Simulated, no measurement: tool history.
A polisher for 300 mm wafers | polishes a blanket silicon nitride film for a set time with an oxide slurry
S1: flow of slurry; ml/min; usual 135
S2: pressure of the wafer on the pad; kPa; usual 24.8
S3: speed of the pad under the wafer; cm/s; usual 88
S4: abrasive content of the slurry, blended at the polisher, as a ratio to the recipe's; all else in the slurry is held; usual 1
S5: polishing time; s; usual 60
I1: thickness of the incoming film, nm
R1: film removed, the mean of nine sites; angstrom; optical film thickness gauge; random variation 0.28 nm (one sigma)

run 1 hour=0 | S1=135 S2=24.8 S3=88 S4=1 S5=60 | I1=432 | R1=362
-- hour=1.3 worn pad replaced by a new one
run 2 hour=30.9 | S1=135 S2=24.8 S3=88 S4=1 S5=60 | I1=432.8 | R1=364
run 3 hour=67.3 | S1=135 S2=24.8 S3=88 S4=1 S5=60 | I1=433.1 | R1=358
-- hour=179.7 conditioning disc replaced and pad reconditioned
-- hour=246.3 worn pad replaced by a new one
run 4 hour=282.3 | S1=135 S2=24.8 S3=88 S4=1 S5=60 | I1=428.4 | R1=348
run 5 hour=331.8 | S1=135 S2=24.8 S3=88 S4=1 S5=60 | I1=427 | R1=343
-- hour=374.4 slurry blender recalibrated
run 6 hour=395.1 | S1=135 S2=24.8 S3=88 S4=1 S5=60 | I1=425.6 | R1=372
run 7 hour=433.9 | S1=135 S2=24.8 S3=88 S4=1 S5=60 | I1=424.4 | R1=363
-- hour=450.6 head pressure recalibrated
run 8 hour=482.9 | S1=135 S2=24.8 S3=88 S4=1 S5=60 | I1=429.6 | R1=386
run 9 hour=513.9 | S1=135 S2=24.8 S3=88 S4=1 S5=60 | I1=432.6 | R1=376
-- hour=538.8 worn pad replaced by a new one
run 10 hour=580.7 | S1=135 S2=24.8 S3=88 S4=1 S5=60 | I1=423.2 | R1=367
-- hour=584 slurry nozzle cleaned
run 11 hour=647.4 | S1=135 S2=24.8 S3=88 S4=1 S5=60 | I1=427.8 | R1=363
-- hour=657.5 conditioning disc replaced and pad reconditioned
run 12 hour=727.2 | S1=135 S2=29 S3=88 S4=1 S5=78 | I1=432.9 | R1=526
-- hour=824.1 worn pad replaced by a new one
-- hour=840.2 slurry blender recalibrated
run 13 hour=922.9 | S1=175 S2=26.9 S3=88 S4=1.1 S5=51 | I1=427.2 | R1=358
-- hour=1057.3 worn pad replaced by a new one
run 14 hour=1097.9 | S1=150 S2=24.8 S3=88 S4=1.15 S5=42 | I1=429.7 | R1=266

Run 15 comes next. What will it give?
run 15 hour=1142.7 | S1=135 S2=24.8 S3=88 S4=1 S5=60 | I1=437 | R1=?

R1: 353 angstrom
Without the tool's hidden state the same run would have given R1 404 angstrom.
